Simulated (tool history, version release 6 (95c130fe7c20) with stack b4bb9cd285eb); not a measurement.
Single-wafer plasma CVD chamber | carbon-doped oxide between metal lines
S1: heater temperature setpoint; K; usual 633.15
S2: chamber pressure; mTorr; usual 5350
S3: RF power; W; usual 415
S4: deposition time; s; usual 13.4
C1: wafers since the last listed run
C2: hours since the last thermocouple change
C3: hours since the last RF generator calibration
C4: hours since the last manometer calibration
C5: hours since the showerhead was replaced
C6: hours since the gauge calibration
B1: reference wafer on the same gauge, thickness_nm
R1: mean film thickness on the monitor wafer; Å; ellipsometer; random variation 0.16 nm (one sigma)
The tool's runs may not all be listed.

run	hour	S1	S2	S3	S4	C1	C2	C3	C4	C5	C6	B1	R1
1	0.0	633.15	5350	415	13.4	0	688.1	1942.6	386.3	5640.6	339.2	68.398	554.34
2	30.3	633.15	5350	415	13.4	604	718.4	1972.9	416.6	5670.9	369.5	68.254	556.74
3	59.9	633.15	5350	415	13.4	590	748.0	2002.5	446.2	5700.5	399.1	68.269	558.48
4	75.1	633.15	5350	415	13.4	303	763.2	2017.7	461.4	5715.7	414.3	68.338	554.62
5	107.5	633.15	5350	415	13.4	646	795.6	2050.1	493.8	5748.1	446.7	68.357	557.23
6	127.3	633.15	5350	415	13.4	395	815.4	2069.9	513.6	5767.9	466.5	68.276	555.18
7	154.3	633.15	5350	415	13.4	538	842.4	2096.9	540.6	5794.9	493.5	68.240	554.51
8	183.2	633.15	5350	415	13.4	576	871.3	2125.8	569.5	5823.8	522.4	68.261	555.10
# hour 196.4: gauge calibrated
9	205.2	633.15	5350	375	13.4	438	893.3	2147.8	591.5	5845.8	8.8	68.308	524.84
10	220.0	633.15	5350	375	13.4	295	908.1	2162.6	606.3	5860.6	23.6	68.353	524.59
# hour 257.1: thermocouple changed; heater temperature recalibrated
11	257.6	633.15	5350	375	13.4	590	0.5	2200.2	643.9	5898.2	61.2	68.375	524.35
12	277.1	645.15	5350	415	11.8	389	20.0	2219.7	663.4	5917.7	80.7	68.288	472.16
13	311.8	633.15	5350	415	13.4	692	54.7	2254.4	698.1	5952.4	115.4	68.378	551.66
# hour 331.5: RF generator calibrated
14	336.1	633.15	4710	470	14.3	325	79.0	4.6	722.4	5976.7	139.7	68.349	606.18
15	364.2	633.15	4910	415	13.4	560	107.1	32.7	750.5	6004.8	167.8	68.304	529.10
16	393.4	633.15	4200	415	13.4	582	136.3	61.9	779.7	6034.0	197.0	68.349	518.62
# hour 422.9: RF generator calibrated, repeated, since the last time left the tool worse
17	427.9	621.15	6430	445	15.6	528	170.8	5.0	814.2	6068.5	231.5	68.275	725.40
18	445.2	633.15	5350	490	11.0	345	188.1	22.3	831.5	6085.8	248.8	68.299	513.39
# hour 488.9: capacitance manometer re-zeroed and calibrated
# hour 495.0: showerhead replaced
19	495.5	633.15	4750	415	10.9	721	238.4	72.6	6.6	0.5	299.1	68.307	457.41
20	548.8	647.15	5350	415	13.4	1063	291.7	125.9	59.9	53.8	352.4	68.405	547.34
21	571.6	633.15	5350	415	13.4	454	314.5	148.7	82.7	76.6	375.2	68.250	567.64
22	588.4	633.15	5350	415	13.4	335	331.3	165.5	99.5	93.4	392.0	68.287	569.29
23	601.5	625.15	6180	495	15.2	261	344.4	178.6	112.6	106.5	405.1	68.313	738.77
24	623.0	623.15	5350	415	13.4	428	365.9	200.1	134.1	128.0	426.6	68.297	587.85
25	648.7	633.15	6180	415	13.4	512	391.6	225.8	159.8	153.7	452.3	68.350	575.02

Forecast each of these 3 alternatives for the next run:
A	649.1	633.15	5350	415	13.4	7	392.0	226.2	160.2	154.1	452.7	?	?
B	649.1	644.15	4270	345	13.4	7	392.0	226.2	160.2	154.1	452.7	?	?
C	649.1	633.15	5350	495	14.4	7	392.0	226.2	160.2	154.1	452.7	?	?

run	B1	R1
A	68.229	567.91
B	68.229	483.59
C	68.229	669.97
Without the tool's hidden state the same runs would have given:
run	R1
A	569.17
B	484.70
C	671.25

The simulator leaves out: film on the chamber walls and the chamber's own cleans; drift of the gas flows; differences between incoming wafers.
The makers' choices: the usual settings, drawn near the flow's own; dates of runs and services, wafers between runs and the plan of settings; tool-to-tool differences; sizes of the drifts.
